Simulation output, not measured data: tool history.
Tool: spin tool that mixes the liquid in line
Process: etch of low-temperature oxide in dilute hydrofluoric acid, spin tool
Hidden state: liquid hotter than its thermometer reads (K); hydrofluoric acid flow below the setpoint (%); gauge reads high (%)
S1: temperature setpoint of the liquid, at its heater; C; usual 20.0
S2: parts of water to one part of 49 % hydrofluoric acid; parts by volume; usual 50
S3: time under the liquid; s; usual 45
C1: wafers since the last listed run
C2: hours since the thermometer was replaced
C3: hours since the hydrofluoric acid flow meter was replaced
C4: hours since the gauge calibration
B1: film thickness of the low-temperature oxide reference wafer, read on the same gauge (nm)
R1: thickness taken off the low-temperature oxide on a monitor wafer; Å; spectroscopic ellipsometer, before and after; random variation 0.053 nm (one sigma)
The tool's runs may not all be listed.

{"run": 1, "hour": 0.0, "S1": 20.0, "S2": 50, "S3": 45, "C1": 0, "C2": 294.0, "C3": 433.0, "C4": 875.3, "B1": 80.0, "R1": 148.0}
{"run": 2, "hour": 93.5, "S1": 20.0, "S2": 35, "S3": 45, "C1": 1421, "C2": 387.5, "C3": 526.5, "C4": 968.8, "B1": 80.02, "R1": 218.5}
{"run": 3, "hour": 262.9, "S1": 20.0, "S2": 35, "S3": 45, "C1": 2575, "C2": 556.9, "C3": 695.9, "C4": 1138.2, "B1": 80.0, "R1": 219.3}
{"run": 4, "hour": 304.4, "S1": 20.0, "S2": 35, "S3": 45, "C1": 631, "C2": 598.4, "C3": 737.4, "C4": 1179.7, "B1": 79.98, "R1": 222.1}
{"hour": 326.0, "done": "thermometer replaced"}
{"run": 5, "hour": 380.7, "S1": 24.0, "S2": 50, "S3": 45, "C1": 1145, "C2": 54.7, "C3": 813.7, "C4": 1256.0, "B1": 80.02, "R1": 169.2}
{"run": 6, "hour": 451.0, "S1": 24.0, "S2": 50, "S3": 45, "C1": 1068, "C2": 125.0, "C3": 884.0, "C4": 1326.3, "B1": 79.98, "R1": 171.7}
{"run": 7, "hour": 576.2, "S1": 24.0, "S2": 50, "S3": 45, "C1": 1903, "C2": 250.2, "C3": 1009.2, "C4": 1451.5, "B1": 79.98, "R1": 172.1}
{"hour": 589.4, "done": "hydrofluoric acid flow meter replaced"}
{"run": 8, "hour": 639.0, "S1": 20.0, "S2": 50, "S3": 45, "C1": 939, "C2": 313.0, "C3": 49.6, "C4": 1514.3, "B1": 80.0, "R1": 147.7}
{"run": 9, "hour": 811.7, "S1": 20.0, "S2": 50, "S3": 45, "C1": 2626, "C2": 485.7, "C3": 222.3, "C4": 1687.0, "B1": 80.0, "R1": 149.3}
{"run": 10, "hour": 863.0, "S1": 20.0, "S2": 50, "S3": 45, "C1": 780, "C2": 537.0, "C3": 273.6, "C4": 1738.3, "B1": 79.98, "R1": 148.7}
{"hour": 909.0, "done": "gauge calibrated"}
{"run": 11, "hour": 938.1, "S1": 20.0, "S2": 50, "S3": 45, "C1": 1141, "C2": 612.1, "C3": 348.7, "C4": 29.1, "B1": 80.0, "R1": 151.1}
{"hour": 949.9, "done": "thermometer replaced"}
{"run": 12, "hour": 1033.9, "S1": 20.0, "S2": 50, "S3": 45, "C1": 1441, "C2": 84.0, "C3": 444.5, "C4": 124.9, "B1": 80.0, "R1": 145.4}
{"run": 13, "hour": 1100.6, "S1": 20.0, "S2": 50, "S3": 55, "C1": 1014, "C2": 150.7, "C3": 511.2, "C4": 191.6, "B1": 80.01, "R1": 177.8}
{"run": 14, "hour": 1149.2, "S1": 20.0, "S2": 50, "S3": 55, "C1": 739, "C2": 199.3, "C3": 559.8, "C4": 240.2, "B1": 80.01, "R1": 178.7}
{"run": 15, "hour": 1216.6, "S1": 20.0, "S2": 45, "S3": 45, "C1": 1024, "C2": 266.7, "C3": 627.2, "C4": 307.6, "B1": 80.0, "R1": 165.5}
{"run": 16, "hour": 1288.4, "S1": 24.0, "S2": 35, "S3": 55, "C1": 1091, "C2": 338.5, "C3": 699.0, "C4": 379.4, "B1": 80.03, "R1": 311.7}
{"run": 17, "hour": 1339.2, "S1": 20.0, "S2": 50, "S3": 55, "C1": 772, "C2": 389.3, "C3": 749.8, "C4": 430.2, "B1": 79.99, "R1": 181.3}
{"run": 18, "hour": 1385.1, "S1": 20.0, "S2": 50, "S3": 45, "C1": 697, "C2": 435.2, "C3": 795.7, "C4": 476.1, "B1": 80.01, "R1": 149.6}
{"run": 19, "hour": 1479.5, "S1": 22.5, "S2": 65, "S3": 20, "C1": 1435, "C2": 529.6, "C3": 890.1, "C4": 570.5, "B1": 79.99, "R1": 56.4}
{"run": 20, "hour": 1529.2, "S1": 23.0, "S2": 25, "S3": 50, "C1": 755, "C2": 579.3, "C3": 939.8, "C4": 620.2, "B1": 80.0, "R1": 393.8}
{"hour": 1531.4, "done": "thermometer replaced"}
{"hour": 1604.7, "done": "hydrofluoric acid flow meter replaced"}
{"run": 21, "hour": 1605.2, "S1": 20.0, "S2": 50, "S3": 45, "C1": 1125, "C2": 73.8, "C3": 0.5, "C4": 696.2, "B1": 79.99, "R1": 145.5}
{"run": 22, "hour": 1692.3, "S1": 24.5, "S2": 25, "S3": 35, "C1": 1324, "C2": 160.9, "C3": 87.6, "C4": 783.3, "B1": 79.99, "R1": 282.6}
{"run": 23, "hour": 1731.0, "S1": 22.5, "S2": 35, "S3": 45, "C1": 588, "C2": 199.6, "C3": 126.3, "C4": 822.0, "B1": 80.0, "R1": 237.8}
{"run": 24, "hour": 1809.0, "S1": 23.0, "S2": 40, "S3": 45, "C1": 1186, "C2": 277.6, "C3": 204.3, "C4": 900.0, "B1": 80.0, "R1": 212.6}
{"run": 25, "hour": 1955.5, "S1": 24.5, "S2": 50, "S3": 65, "C1": 2227, "C2": 424.1, "C3": 350.8, "C4": 1046.5, "B1": 80.0, "R1": 259.2}
{"run": 26, "hour": 2018.5, "S1": 22.5, "S2": 30, "S3": 30, "C1": 957, "C2": 487.1, "C3": 413.8, "C4": 1109.5, "B1": 79.99, "R1": 190.6}
{"hour": 2069.4, "done": "thermometer replaced"}
{"run": 27, "hour": 2117.9, "S1": 20.0, "S2": 50, "S3": 45, "C1": 1496, "C2": 48.5, "C3": 513.2, "C4": 1208.9, "B1": 79.99, "R1": 145.0}
{"run": 28, "hour": 2157.5, "S1": 18.0, "S2": 35, "S3": 60, "C1": 602, "C2": 88.1, "C3": 552.8, "C4": 1248.5, "B1": 80.0, "R1": 258.8}
{"run": 29, "hour": 2307.4, "S1": 23.5, "S2": 35, "S3": 55, "C1": 2279, "C2": 238.0, "C3": 702.7, "C4": 1398.4, "B1": 80.0, "R1": 302.6}
{"run": 30, "hour": 2386.6, "S1": 25.0, "S2": 50, "S3": 30, "C1": 1204, "C2": 317.2, "C3": 781.9, "C4": 1477.6, "B1": 80.0, "R1": 121.5}
{"run": 31, "hour": 2447.7, "S1": 20.0, "S2": 50, "S3": 45, "C1": 929, "C2": 378.3, "C3": 843.0, "C4": 1538.7, "B1": 80.0, "R1": 148.8}

What the log doesn't show, run by run:
hydrofluoric acid flow below the setpoint (%): 0 in every run
gauge reads high (%): 0 in every run
H1: liquid hotter than its thermometer reads (K)
run=1 H1=0.758
run=2 H1=0.936
run=3 H1=1.26
run=4 H1=1.34
run=5 H1=0.112
run=6 H1=0.246
run=7 H1=0.484
run=8 H1=0.603
run=9 H1=0.932
run=10 H1=1.03
run=11 H1=1.17
run=12 H1=0.236
run=13 H1=0.363
run=14 H1=0.456
run=15 H1=0.584
run=16 H1=0.72
run=17 H1=0.817
run=18 H1=0.904
run=19 H1=1.08
run=20 H1=1.18
run=21 H1=0.249
run=22 H1=0.415
run=23 H1=0.488
run=24 H1=0.637
run=25 H1=0.915
run=26 H1=1.03
run=27 H1=0.108
run=28 H1=0.183
run=29 H1=0.468
run=30 H1=0.619
run=31 H1=0.735
